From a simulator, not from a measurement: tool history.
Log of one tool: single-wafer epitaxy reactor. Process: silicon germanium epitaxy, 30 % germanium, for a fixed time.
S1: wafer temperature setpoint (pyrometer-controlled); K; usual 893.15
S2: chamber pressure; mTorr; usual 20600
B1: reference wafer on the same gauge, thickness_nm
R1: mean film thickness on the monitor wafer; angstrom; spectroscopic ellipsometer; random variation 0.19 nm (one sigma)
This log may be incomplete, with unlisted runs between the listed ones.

{"run": 1, "hour": 0.0, "S1": 889.15, "S2": 17400, "B1": 80.408, "R1": 639.3}
{"run": 2, "hour": 25.4, "S1": 889.15, "S2": 17400, "B1": 80.335, "R1": 641.77}
{"run": 3, "hour": 56.5, "S1": 893.15, "S2": 20600, "B1": 80.304, "R1": 720.37}
{"run": 4, "hour": 81.8, "S1": 893.15, "S2": 20600, "B1": 80.358, "R1": 715.37}
{"run": 5, "hour": 107.5, "S1": 893.15, "S2": 20600, "B1": 80.32, "R1": 718.08}
{"run": 6, "hour": 136.3, "S1": 893.15, "S2": 20600, "B1": 80.318, "R1": 717.16}
{"run": 7, "hour": 162.8, "S1": 893.15, "S2": 17100, "B1": 80.325, "R1": 685.08}
{"hour": 171.5, "done": "gauge calibrated"}
{"run": 8, "hour": 196.9, "S1": 893.15, "S2": 17100, "B1": 80.255, "R1": 686.81}
{"hour": 208.3, "done": "capacitance manometer re-zeroed and calibrated"}
{"hour": 223.6, "done": "pyrometer calibrated"}
{"run": 9, "hour": 224.1, "S1": 893.15, "S2": 20600, "B1": 80.169, "R1": 748.75}
{"run": 10, "hour": 234.0, "S1": 883.15, "S2": 25100, "B1": 80.338, "R1": 662.7}
{"run": 11, "hour": 252.1, "S1": 893.15, "S2": 17100, "B1": 80.441, "R1": 710.01}
{"run": 12, "hour": 285.5, "S1": 887.15, "S2": 24700, "B1": 80.273, "R1": 704.9}
{"hour": 318.5, "done": "showerhead replaced, of another model than before"}
{"run": 13, "hour": 319.0, "S1": 888.15, "S2": 20600, "B1": 80.251, "R1": 683.96}

What will run 14 give?
{"run": 14, "hour": 348.7, "S1": 882.15, "S2": 20600, "B1": "?", "R1": "?"}

{"run 14": {"B1": 80.34, "R1": 614.0}}
Minus the tool's unlogged condition, the same run would have read R1 621.34 angstrom.

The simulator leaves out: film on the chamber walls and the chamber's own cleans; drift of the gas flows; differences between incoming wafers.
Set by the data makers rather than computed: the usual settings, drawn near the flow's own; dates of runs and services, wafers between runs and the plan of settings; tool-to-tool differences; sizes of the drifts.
